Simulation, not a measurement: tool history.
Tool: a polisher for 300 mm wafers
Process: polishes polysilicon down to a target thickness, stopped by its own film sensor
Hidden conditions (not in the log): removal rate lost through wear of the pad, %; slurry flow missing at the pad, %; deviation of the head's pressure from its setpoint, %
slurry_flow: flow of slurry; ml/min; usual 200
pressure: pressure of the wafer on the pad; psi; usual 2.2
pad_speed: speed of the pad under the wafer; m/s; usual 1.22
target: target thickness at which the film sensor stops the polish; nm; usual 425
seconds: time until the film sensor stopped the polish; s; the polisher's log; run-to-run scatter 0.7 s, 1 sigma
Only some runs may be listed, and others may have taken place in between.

run	hour	slurry_flow	pressure	pad_speed	target	wafers since the last listed run	wafers polished on this pad	hours since the slurry nozzle was cleaned	hours since the head pressure was calibrated	incoming thickness of the incoming film, nm	seconds
1	0.0	200	2.4	0.98	425	0	320	278.1	202.8	843.3	68.8
2	60.4	200	2.4	0.98	425	724	1045	338.5	263.2	845.3	66.7
# hour 97.4: head pressure recalibrated
3	114.3	200	2.4	0.98	425	622	1668	392.4	16.9	845.8	71.9
# hour 177.1: slurry nozzle cleaned
4	178.9	200	2.2	1.22	506	762	2430	1.8	81.5	835.6	49.7
5	220.9	200	2.2	1.22	506	503	2934	43.8	123.5	848.7	52.0
# hour 266.2: worn pad replaced by a new one
6	267.1	165	2.6	1.22	425	506	10	90.0	169.7	835.4	52.1
7	313.2	165	2.6	1.22	425	552	563	136.1	215.8	852.0	54.1
8	369.8	165	2.6	1.22	425	678	1242	192.7	272.4	849.2	51.9
# hour 404.2: head pressure recalibrated
9	431.8	200	2.2	1.22	374	719	1962	254.7	27.6	843.1	69.8
10	467.3	200	2.2	1.00	425	425	2388	290.2	63.1	844.3	76.4
11	501.3	240	2.2	1.22	425	407	2796	324.2	97.1	855.8	63.0
12	542.9	240	2.2	1.22	425	499	3295	365.8	138.7	847.5	60.3
# hour 580.5: worn pad replaced by a new one
13	581.0	240	2.2	1.22	425	409	5	403.9	176.8	833.7	58.9
# hour 662.7: slurry nozzle cleaned
# hour 730.8: head pressure recalibrated
14	794.7	200	2.2	1.22	425	2527	2533	132.0	63.9	846.1	65.6
15	819.9	200	2.2	1.22	425	302	2835	157.2	89.1	826.9	62.0
16	872.3	200	2.2	0.96	425	628	3463	209.6	141.5	853.0	81.2
# hour 892.5: worn pad replaced by a new one, of another model than before
17	917.3	200	2.2	1.58	549	491	297	254.6	186.5	845.4	38.0
18	970.9	200	2.0	1.08	425	642	940	308.2	240.1	840.9	70.7
19	999.4	200	2.4	0.98	425	341	1282	336.7	268.6	832.8	62.0
# hour 1052.5: head pressure recalibrated
20	1064.3	200	2.2	1.22	384	754	2037	401.6	11.8	837.0	70.3
# hour 1115.1: slurry nozzle cleaned
21	1116.5	230	2.2	1.22	425	614	2651	1.4	64.0	827.0	60.6
22	1185.7	230	2.2	1.40	507	830	3481	70.6	133.2	844.6	45.9
# hour 1223.2: worn pad replaced by a new one
23	1300.2	200	2.2	1.22	483	1325	923	185.1	247.7	849.0	52.6
# hour 1355.6: head pressure recalibrated
24	1361.5	180	2.2	1.22	425	711	1634	246.4	5.9	837.8	63.9
25	1389.9	225	2.9	1.22	425	340	1975	274.8	34.3	850.0	51.4
26	1446.4	200	2.2	1.22	425	677	2652	331.3	90.8	834.5	61.2

Predict each of these 5 candidate next runs independently; none follows another, all start after run 26:
A	1446.8	200	2.2	1.22	425	4	2657	331.7	91.2	839.8	?
B	1446.8	200	2.2	1.38	425	4	2657	331.7	91.2	839.8	?
C	1446.8	200	1.6	1.38	425	4	2657	331.7	91.2	839.8	?
D	1446.8	200	2.6	0.82	567	4	2657	331.7	91.2	839.8	?
E	1446.8	200	2.2	1.52	425	4	2657	331.7	91.2	839.8	?

run	seconds
A	61.9
B	57.7
C	71.7
D	44.1
E	54.4
Without the tool's hidden state the same runs would have given:
run	seconds
A	62.5
B	58.2
C	72.5
D	44.6
E	55.0
